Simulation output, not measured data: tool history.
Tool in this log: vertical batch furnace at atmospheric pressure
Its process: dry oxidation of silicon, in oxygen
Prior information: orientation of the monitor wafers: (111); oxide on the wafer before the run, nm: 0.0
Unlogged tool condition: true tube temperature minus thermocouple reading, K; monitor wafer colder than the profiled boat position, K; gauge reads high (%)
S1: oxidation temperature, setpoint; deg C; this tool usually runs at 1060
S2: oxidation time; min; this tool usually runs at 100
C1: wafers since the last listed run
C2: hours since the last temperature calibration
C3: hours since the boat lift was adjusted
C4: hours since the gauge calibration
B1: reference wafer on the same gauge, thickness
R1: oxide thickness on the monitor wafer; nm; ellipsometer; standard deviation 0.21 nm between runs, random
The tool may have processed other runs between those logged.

run 1 day=0 | S1=1060 S2=118 | C1=0 C2=4999.8 C3=3149.6 C4=216.7 | B1=158.12 | R1=152.47
run 2 day=0.812 | S1=1060 S2=118 | C1=136 C2=5019.3 C3=3169.1 C4=236.2 | B1=158.28 | R1=152.91
run 3 day=1.846 | S1=1060 S2=118 | C1=173 C2=5044.1 C3=3193.9 C4=261 | B1=158.48 | R1=153.24
run 4 day=2.792 | S1=1060 S2=100 | C1=158 C2=5066.8 C3=3216.6 C4=283.7 | B1=158.74 | R1=138.2
-- day=3.854 thermocouples replaced and temperature profile calibrated
run 5 day=3.875 | S1=1060 S2=100 | C1=13 C2=0.5 C3=3242.6 C4=309.7 | B1=159.05 | R1=139.12
run 6 day=4.283 | S1=1048 S2=81 | C1=68 C2=10.3 C3=3252.4 C4=319.5 | B1=159.12 | R1=113.62
run 7 day=5.288 | S1=1048 S2=81 | C1=168 C2=34.4 C3=3276.5 C4=343.6 | B1=159.47 | R1=114.13
run 8 day=5.825 | S1=1060 S2=100 | C1=90 C2=47.3 C3=3289.4 C4=356.5 | B1=159.47 | R1=139.55
-- day=5.842 gauge calibrated
run 9 day=6.717 | S1=1060 S2=118 | C1=149 C2=68.7 C3=3310.8 C4=21 | B1=156.88 | R1=151.38
-- day=8.2 boat lift adjusted
run 10 day=8.221 | S1=1073 S2=55.5 | C1=84 C2=104.8 C3=0.5 C4=57.1 | B1=156.91 | R1=102.72
run 11 day=8.483 | S1=1079 S2=64.5 | C1=44 C2=111.1 C3=6.8 C4=63.4 | B1=156.96 | R1=117.28
run 12 day=9.233 | S1=1071 S2=75.5 | C1=125 C2=129.1 C3=24.8 C4=81.4 | B1=157.02 | R1=122.92
run 13 day=10.317 | S1=1060 S2=100 | C1=181 C2=155.1 C3=50.8 C4=107.4 | B1=157.05 | R1=136.97
run 14 day=10.792 | S1=1060 S2=142.5 | C1=79 C2=166.5 C3=62.2 C4=118.8 | B1=157.1 | R1=169.77
run 15 day=11.654 | S1=1041 S2=140.5 | C1=144 C2=187.2 C3=82.9 C4=139.5 | B1=157.19 | R1=151.66
run 16 day=12.717 | S1=1060 S2=100 | C1=178 C2=212.7 C3=108.4 C4=165 | B1=157.42 | R1=136.97

Forecast each of these 4 alternatives for the next run:
run A day=12.983 | S1=1060 S2=100 | C1=44 C2=219.1 C3=114.8 C4=171.4 | B1=? | R1=?
run B day=12.983 | S1=1052 S2=67 | C1=44 C2=219.1 C3=114.8 C4=171.4 | B1=? | R1=?
run C day=12.983 | S1=1060 S2=123.5 | C1=44 C2=219.1 C3=114.8 C4=171.4 | B1=? | R1=?
run D day=12.983 | S1=1060 S2=127.5 | C1=44 C2=219.1 C3=114.8 C4=171.4 | B1=? | R1=?

run=A B1=157.52 R1=137.18
run=B B1=157.52 R1=102.04
run=C B1=157.52 R1=156.04
run=D B1=157.52 R1=159.08
Stripped of hidden state, with their random variation kept, the same runs would have yielded:
run=A R1=136.81
run=B R1=101.76
run=C R1=155.61
run=D R1=158.65

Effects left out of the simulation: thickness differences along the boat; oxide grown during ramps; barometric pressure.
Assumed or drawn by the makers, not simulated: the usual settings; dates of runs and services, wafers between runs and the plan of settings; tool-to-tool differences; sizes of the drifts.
